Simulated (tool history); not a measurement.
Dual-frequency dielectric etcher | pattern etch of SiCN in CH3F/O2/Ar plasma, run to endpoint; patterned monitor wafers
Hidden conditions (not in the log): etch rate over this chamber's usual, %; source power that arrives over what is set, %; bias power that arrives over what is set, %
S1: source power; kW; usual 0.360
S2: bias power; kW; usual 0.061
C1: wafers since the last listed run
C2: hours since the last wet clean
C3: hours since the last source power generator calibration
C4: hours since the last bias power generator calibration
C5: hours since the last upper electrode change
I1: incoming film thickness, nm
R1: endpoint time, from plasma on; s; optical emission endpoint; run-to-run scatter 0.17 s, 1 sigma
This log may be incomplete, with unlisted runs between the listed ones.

run 1 hour=0.0 | S1=0.360 S2=0.072 | C1=0 C2=8.9 C3=2427.6 C4=2677.5 C5=3748.9 | I1=7.26 | R1=19.8
run 2 hour=94.3 | S1=0.360 S2=0.067 | C1=852 C2=103.2 C3=2521.9 C4=2771.8 C5=3843.2 | I1=7.34 | R1=20.2
run 3 hour=184.4 | S1=0.360 S2=0.065 | C1=814 C2=193.3 C3=2612.0 C4=2861.9 C5=3933.3 | I1=7.33 | R1=20.7
run 4 hour=235.4 | S1=0.360 S2=0.051 | C1=461 C2=244.3 C3=2663.0 C4=2912.9 C5=3984.3 | I1=7.26 | R1=22.6
run 5 hour=338.3 | S1=0.360 S2=0.051 | C1=930 C2=347.2 C3=2765.9 C4=3015.8 C5=4087.2 | I1=7.27 | R1=22.6
run 6 hour=426.0 | S1=0.360 S2=0.051 | C1=792 C2=434.9 C3=2853.6 C4=3103.5 C5=4174.9 | I1=7.34 | R1=23.0
run 7 hour=512.6 | S1=0.360 S2=0.061 | C1=782 C2=521.5 C3=2940.2 C4=3190.1 C5=4261.5 | I1=7.35 | R1=21.3
run 8 hour=557.2 | S1=0.360 S2=0.061 | C1=403 C2=566.1 C3=2984.8 C4=3234.7 C5=4306.1 | I1=7.23 | R1=21.0
-- hour=593.9 wet clean of the chamber
run 9 hour=607.8 | S1=0.360 S2=0.061 | C1=240 C2=13.9 C3=3035.4 C4=3285.3 C5=4356.7 | I1=7.29 | R1=20.9
run 10 hour=700.1 | S1=0.320 S2=0.049 | C1=834 C2=106.2 C3=3127.7 C4=3377.6 C5=4449.0 | I1=7.31 | R1=24.6
-- hour=729.2 bias power generator calibrated
run 11 hour=768.9 | S1=0.410 S2=0.054 | C1=585 C2=175.0 C3=3196.5 C4=39.7 C5=4517.8 | I1=7.34 | R1=21.4
run 12 hour=849.4 | S1=0.320 S2=0.067 | C1=727 C2=255.5 C3=3277.0 C4=120.2 C5=4598.3 | I1=7.30 | R1=21.4
-- hour=929.3 upper electrode replaced
run 13 hour=929.8 | S1=0.360 S2=0.072 | C1=509 C2=335.9 C3=3357.4 C4=200.6 C5=0.5 | I1=7.30 | R1=19.7
-- hour=948.3 source power generator calibrated
run 14 hour=972.9 | S1=0.360 S2=0.061 | C1=353 C2=379.0 C3=24.6 C4=243.7 C5=43.6 | I1=7.39 | R1=21.4
run 15 hour=1077.3 | S1=0.400 S2=0.061 | C1=943 C2=483.4 C3=129.0 C4=348.1 C5=148.0 | I1=7.33 | R1=20.3
run 16 hour=1140.7 | S1=0.330 S2=0.066 | C1=573 C2=546.8 C3=192.4 C4=411.5 C5=211.4 | I1=7.26 | R1=21.1
-- hour=1184.7 wet clean of the chamber
run 17 hour=1248.1 | S1=0.360 S2=0.061 | C1=753 C2=63.4 C3=299.8 C4=518.9 C5=318.8 | I1=7.37 | R1=21.5
run 18 hour=1341.8 | S1=0.430 S2=0.061 | C1=847 C2=157.1 C3=393.5 C4=612.6 C5=412.5 | I1=7.27 | R1=19.5

Describe how what the log doesn't record of the tool's condition differs between the last listed run preceding each entry between runs and the first listed run following it.
In the gap between runs 8 and 9: wet clean of the chamber (hour 593.9)
  nothing in the hidden state changes from one run to the other
In the gap between runs 10 and 11: bias power generator calibrated (hour 729.2)
  nothing in the hidden state changes from one run to the other
In the gap between runs 12 and 13: upper electrode replaced (hour 929.3)
  nothing in the hidden state changes from one run to the other
In the gap between runs 13 and 14: source power generator calibrated (hour 948.3)
  nothing in the hidden state changes from one run to the other
In the gap between runs 16 and 17: wet clean of the chamber (hour 1184.7)
  nothing in the hidden state changes from one run to the other

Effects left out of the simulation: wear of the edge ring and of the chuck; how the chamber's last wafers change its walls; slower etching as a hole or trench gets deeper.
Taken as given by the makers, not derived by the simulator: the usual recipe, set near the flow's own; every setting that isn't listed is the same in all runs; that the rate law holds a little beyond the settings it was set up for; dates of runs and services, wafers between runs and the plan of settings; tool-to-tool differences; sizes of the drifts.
